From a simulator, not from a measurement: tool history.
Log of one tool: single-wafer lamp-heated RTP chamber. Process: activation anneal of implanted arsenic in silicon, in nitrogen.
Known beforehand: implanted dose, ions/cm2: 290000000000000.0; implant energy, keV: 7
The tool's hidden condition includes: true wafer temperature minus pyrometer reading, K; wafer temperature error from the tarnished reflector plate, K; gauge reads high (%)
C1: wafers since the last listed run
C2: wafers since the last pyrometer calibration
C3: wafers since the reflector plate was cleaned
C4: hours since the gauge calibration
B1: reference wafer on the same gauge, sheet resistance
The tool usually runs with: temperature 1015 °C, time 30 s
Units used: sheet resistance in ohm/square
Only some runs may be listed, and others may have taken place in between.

{"run": 1, "hour": 0.0, "temperature": 995, "time": 36, "C1": 0, "C2": 2082, "C3": 8724, "C4": 186.8, "B1": 283.91, "sheet resistance": 336.36}
{"run": 2, "hour": 12.9, "temperature": 1015, "time": 30, "C1": 229, "C2": 2312, "C3": 8954, "C4": 199.7, "B1": 283.83, "sheet resistance": 331.55}
{"run": 3, "hour": 34.1, "temperature": 1015, "time": 44, "C1": 377, "C2": 2689, "C3": 9332, "C4": 220.9, "B1": 284.07, "sheet resistance": 322.92}
{"run": 4, "hour": 54.5, "temperature": 1015, "time": 44, "C1": 363, "C2": 3053, "C3": 9696, "C4": 241.3, "B1": 284.09, "sheet resistance": 323.95}
{"run": 5, "hour": 67.9, "temperature": 1015, "time": 19, "C1": 238, "C2": 3292, "C3": 9935, "C4": 254.7, "B1": 283.96, "sheet resistance": 339.04}
{"run": 6, "hour": 87.8, "temperature": 1015, "time": 19, "C1": 354, "C2": 3647, "C3": 10289, "C4": 274.6, "B1": 283.84, "sheet resistance": 337.46}
{"run": 7, "hour": 106.9, "temperature": 1015, "time": 30, "C1": 340, "C2": 3987, "C3": 10630, "C4": 293.7, "B1": 284.02, "sheet resistance": 330.29}
{"hour": 119.7, "done": "pyrometer window cleaned and pyrometer calibrated"}
{"run": 8, "hour": 120.2, "temperature": 1015, "time": 30, "C1": 94, "C2": 9, "C3": 10724, "C4": 307, "B1": 284.09, "sheet resistance": 334.35}
{"run": 9, "hour": 140.0, "temperature": 1015, "time": 30, "C1": 353, "C2": 362, "C3": 11078, "C4": 326.8, "B1": 284.1, "sheet resistance": 332.99}
{"run": 10, "hour": 157.5, "temperature": 1015, "time": 30, "C1": 312, "C2": 674, "C3": 11390, "C4": 344.3, "B1": 284.15, "sheet resistance": 333.44}
{"run": 11, "hour": 178.4, "temperature": 1015, "time": 30, "C1": 372, "C2": 1047, "C3": 11762, "C4": 365.2, "B1": 284.1, "sheet resistance": 331.85}
{"hour": 210.4, "done": "reflector plate cleaned"}
{"run": 12, "hour": 210.9, "temperature": 1015, "time": 30, "C1": 436, "C2": 1483, "C3": 9, "C4": 397.7, "B1": 283.91, "sheet resistance": 335.3}
{"hour": 265.7, "done": "gauge calibrated"}
{"run": 13, "hour": 309.3, "temperature": 1015, "time": 44, "C1": 1754, "C2": 3238, "C3": 1763, "C4": 43.6, "B1": 283.82, "sheet resistance": 326.64}
{"run": 14, "hour": 331.6, "temperature": 1002, "time": 22, "C1": 397, "C2": 3635, "C3": 2161, "C4": 65.9, "B1": 284.23, "sheet resistance": 343.25}
{"run": 15, "hour": 359.1, "temperature": 1015, "time": 21, "C1": 490, "C2": 4126, "C3": 2651, "C4": 93.4, "B1": 283.95, "sheet resistance": 338.76}
{"hour": 372.5, "done": "pyrometer window cleaned and pyrometer calibrated"}
{"run": 16, "hour": 394.8, "temperature": 1015, "time": 30, "C1": 493, "C2": 397, "C3": 3145, "C4": 129.1, "B1": 284.04, "sheet resistance": 335.91}
{"run": 17, "hour": 421.9, "temperature": 1042, "time": 14, "C1": 483, "C2": 880, "C3": 3628, "C4": 156.2, "B1": 284.04, "sheet resistance": 337.96}
{"run": 18, "hour": 454.0, "temperature": 1002, "time": 15, "C1": 572, "C2": 1453, "C3": 4201, "C4": 188.3, "B1": 284.01, "sheet resistance": 350.16}
{"run": 19, "hour": 487.8, "temperature": 1028, "time": 43, "C1": 602, "C2": 2055, "C3": 4803, "C4": 222.1, "B1": 284.04, "sheet resistance": 320.73}

Run 20, settings as shown, results not yet in. Your forecast:
{"run": 20, "hour": 512.3, "temperature": 987, "time": 45, "C1": 436, "C2": 2492, "C3": 5240, "C4": 246.6, "B1": "?", "sheet resistance": "?"}

B1: 283.74
sheet resistance: 337.78 ohm/square
Had the tool carried no hidden state, the very same run would have given sheet resistance 344.25 ohm/square.
